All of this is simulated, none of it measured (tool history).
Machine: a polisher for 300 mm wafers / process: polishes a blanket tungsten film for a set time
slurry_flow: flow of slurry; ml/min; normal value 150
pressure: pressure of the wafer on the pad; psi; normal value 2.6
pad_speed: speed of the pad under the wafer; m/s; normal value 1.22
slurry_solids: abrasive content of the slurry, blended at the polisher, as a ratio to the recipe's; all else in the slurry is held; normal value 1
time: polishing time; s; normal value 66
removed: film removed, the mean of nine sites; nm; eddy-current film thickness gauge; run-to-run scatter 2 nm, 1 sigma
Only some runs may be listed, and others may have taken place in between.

run    hour  slurry_flow  pressure  pad_speed  slurry_solids  time  wafers since the last listed run  wafers polished on this pad  hours since the slurry nozzle was cleaned  hours since the head pressure was calibrated  hours since the slurry blender was calibrated  hours since the slurry got fresh peroxide  incoming thickness of the incoming film, nm  removed
  1       0          110       2.6       1.22              1    66                                 0                         3975                                      231.6                                         549.9                                          264.7                                        355                                         1395    218.1
       44.3  -- worn pad replaced by a new one, of another model than before
  2    49.7          110       2.6       1.22              1    66                               464                           55                                      281.3                                         599.6                                          314.4                                      404.7                                       1385.2      219
       57.3  -- slurry tank refilled with fresh slurry and peroxide
       85.2  -- head pressure recalibrated
      115.8  -- slurry blender recalibrated
  3   126.4          150       2.6       1.22              1    66                               729                          784                                        358                                          41.2                                           10.6                                       69.1                                       1389.9    260.6
      143.4  -- slurry nozzle cleaned
  4   186.5          150       2.6       1.22              1    66                               601                         1385                                       43.1                                         101.3                                           70.7                                      129.2                                       1391.4    257.6
  5   293.7          150       2.6       1.22              1    66                              1090                         2476                                      150.3                                         208.5                                          177.9                                      236.4                                       1379.4      255
  6   359.4          150       2.6       1.22              1    66                               668                         3144                                        216                                         274.2                                          243.6                                      302.1                                       1413.5    253.7
      411.7  -- worn pad replaced by a new one
  7   424.4          150       2.6       1.22              1    66                               620                          129                                        281                                         339.2                                          308.6                                      367.1                                       1400.7    253.1
  8     488          150       2.6       1.22              1    66                               646                          776                                      344.6                                         402.8                                          372.2                                      430.7                                       1388.6    252.1
      514.6  -- slurry tank refilled with fresh slurry and peroxide
      528.3  -- slurry blender recalibrated
      571.5  -- slurry nozzle cleaned
  9   588.1          150       2.6       1.22              1    66                               977                         1753                                       16.6                                         502.9                                           59.8                                       73.5                                       1398.5    243.2
      612.1  -- head pressure recalibrated
 10     639          150       2.6       1.22              1    66                               497                         2251                                       67.5                                          26.9                                          110.7                                      124.4                                       1411.7    254.4
 11   685.8          150       2.6       1.22              1    66                               476                         2727                                      114.3                                          73.7                                          157.5                                      171.2                                       1400.4    259.1
 12   767.6          150       2.6       1.22            1.2    66                               832                         3559                                      196.1                                         155.5                                          239.3                                        253                                       1408.7      270
      804.4  -- worn pad replaced by a new one
 13   829.7          150       2.6       1.22            1.2    66                               590                          257                                      258.2                                         217.6                                          301.4                                      315.1                                       1391.9    267.2
 14   915.7          110       2.6       1.22              1    66                               874                         1132                                      344.2                                         303.6                                          387.4                                      401.1                                       1376.2    230.7
 15   970.1          150       2.6       1.56              1    83                               553                         1685                                      398.6                                           358                                          441.8                                      455.5                                       1417.1    379.7
      971.4  -- slurry tank refilled with fresh slurry and peroxide
      983.6  -- slurry blender recalibrated
      998.5  -- slurry nozzle cleaned
 16  1029.6          185       2.6       1.22              1    66                               564                         2250                                       31.1                                         417.5                                             46                                       58.2                                       1404.4    263.7
 17  1068.4          165       2.9       1.22              1    66                               394                         2645                                       69.9                                         456.3                                           84.8                                         97                                       1398.5    271.3
     1119.4  -- head pressure recalibrated
 18  1119.9          185       2.6       1.22              1    66                               503                         3148                                      121.4                                           0.5                                          136.3                                      148.5                                       1390.9    268.5
     1162.9  -- worn pad replaced by a new one
 19  1163.4          110       2.6       1.22              1    45                               401                            5                                      164.9                                            44                                          179.8                                        192                                       1396.9    159.4
 20  1195.6          200       2.6       1.22            0.9    54                               327                          332                                      197.1                                          76.2                                            212                                      224.2                                       1386.9    214.6
 21  1279.5          150       3.4       0.88              1    66                               853                         1186                                        281                                         160.1                                          295.9                                      308.1                                       1371.2    241.2
 22  1325.7          165       2.6       1.22              1    55                               469                         1656                                      327.2                                         206.3                                          342.1                                      354.3                                         1399    219.8
     1347.5  -- slurry tank refilled with fresh slurry and peroxide
     1365.1  -- slurry nozzle cleaned
 23    1368          150       2.6       1.22              1    66                               409                         2066                                        2.9                                         248.6                                          384.4                                       20.5                                       1380.4    256.4
     1418.8  -- slurry blender recalibrated
 24  1430.9          150       2.6       1.22              1    66                               619                         2685                                       65.8                                         311.5                                           12.1                                       83.4                                       1372.1      256

Forecast run 25:
 25  1495.9          185       2.6        1.5           0.85    66                               661                         3346                                      130.8                                         376.5                                           77.1                                      148.4                                         1386        ?

Run 25 came out at removed 294.9 nm.
Had the tool carried no hidden state, the very same run would have given removed 303.4 nm.
